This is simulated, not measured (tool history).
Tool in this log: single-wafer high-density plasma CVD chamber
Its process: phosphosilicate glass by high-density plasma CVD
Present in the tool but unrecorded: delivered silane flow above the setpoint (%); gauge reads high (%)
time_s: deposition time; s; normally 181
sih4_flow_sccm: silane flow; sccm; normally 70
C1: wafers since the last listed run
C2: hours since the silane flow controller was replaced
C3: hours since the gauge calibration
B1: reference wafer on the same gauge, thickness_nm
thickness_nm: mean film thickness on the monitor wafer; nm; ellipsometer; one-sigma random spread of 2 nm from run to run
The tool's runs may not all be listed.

Run 1, hour 0: usual settings; C1 0; C2 4537.7; C3 13; B1 1589.122. Result: thickness_nm 1366.184 nm.
Run 2, hour 7.7: usual settings; C1 63; C2 4545.4; C3 20.7; B1 1588.02. Result: thickness_nm 1362.424 nm.
Run 3, hour 23.8: usual settings but sih4_flow_sccm 62 sccm; C1 133; C2 4561.5; C3 36.8; B1 1588.009. Result: thickness_nm 1224.215 nm.
Run 4, hour 34.6: usual settings but sih4_flow_sccm 62 sccm; C1 89; C2 4572.3; C3 47.6; B1 1586.675. Result: thickness_nm 1225.941 nm.
Run 5, hour 48.5: usual settings but time_s 152 s; C1 115; C2 4586.2; C3 61.5; B1 1586.119. Result: thickness_nm 1145.835 nm.
Run 6, hour 87.6: usual settings but time_s 152 s; C1 323; C2 4625.3; C3 100.6; B1 1582.775. Result: thickness_nm 1140.901 nm.
Run 7, hour 94.3: usual settings but sih4_flow_sccm 80 sccm; C1 55; C2 4632; C3 107.3; B1 1582.496. Result: thickness_nm 1527.967 nm.
Run 8, hour 101.7: usual settings but sih4_flow_sccm 80 sccm; C1 61; C2 4639.4; C3 114.7; B1 1582.836. Result: thickness_nm 1526.125 nm.
At hour 110.8: silane flow controller replaced.
Run 9, hour 117.4: usual settings but sih4_flow_sccm 65 sccm; C1 63; C2 6.6; C3 130.4; B1 1581.691. Result: thickness_nm 1271.448 nm.
Run 10, hour 127.3: usual settings; C1 82; C2 16.5; C3 140.3; B1 1580.498. Result: thickness_nm 1357.911 nm.
Run 11, hour 140.3: usual settings; C1 107; C2 29.5; C3 153.3; B1 1580.025. Result: thickness_nm 1354.764 nm.
Run 12, hour 155.1: usual settings; C1 122; C2 44.3; C3 168.1; B1 1579.383. Result: thickness_nm 1354.03 nm.
At hour 158.4: gauge calibrated.
Run 13, hour 169.4: usual settings but time_s 171 s, sih4_flow_sccm 83 sccm; C1 118; C2 58.6; C3 11; B1 1588.931. Result: thickness_nm 1502.365 nm.
Run 14, hour 177.9: usual settings; C1 70; C2 67.1; C3 19.5; B1 1588.369. Result: thickness_nm 1363.689 nm.
Run 15, hour 194.8: usual settings; C1 140; C2 84; C3 36.4; B1 1587.577. Result: thickness_nm 1364.104 nm.
Run 16, hour 206.3: usual settings but time_s 150 s, sih4_flow_sccm 61 sccm; C1 95; C2 95.5; C3 47.9; B1 1585.799. Result: thickness_nm 1001.028 nm.
Run 17, hour 212.8: usual settings but time_s 165 s, sih4_flow_sccm 58 sccm; C1 53; C2 102; C3 54.4; B1 1586.137. Result: thickness_nm 1056.124 nm.
Run 18, hour 226.4: usual settings but time_s 154 s, sih4_flow_sccm 79 sccm; C1 112; C2 115.6; C3 68; B1 1585.531. Result: thickness_nm 1289.874 nm.

Forecast run 19:
Run 19, hour 237.3: usual settings but sih4_flow_sccm 83 sccm; C1 90; C2 126.5; C3 78.9; B1 ?. Result: thickness_nm ?.

{"run 19": {"B1": 1584.681, "thickness_nm": 1586.947}}
If the tool had no hidden condition, the same run with the same run-to-run variation would have returned thickness_nm 1592.531 nm.
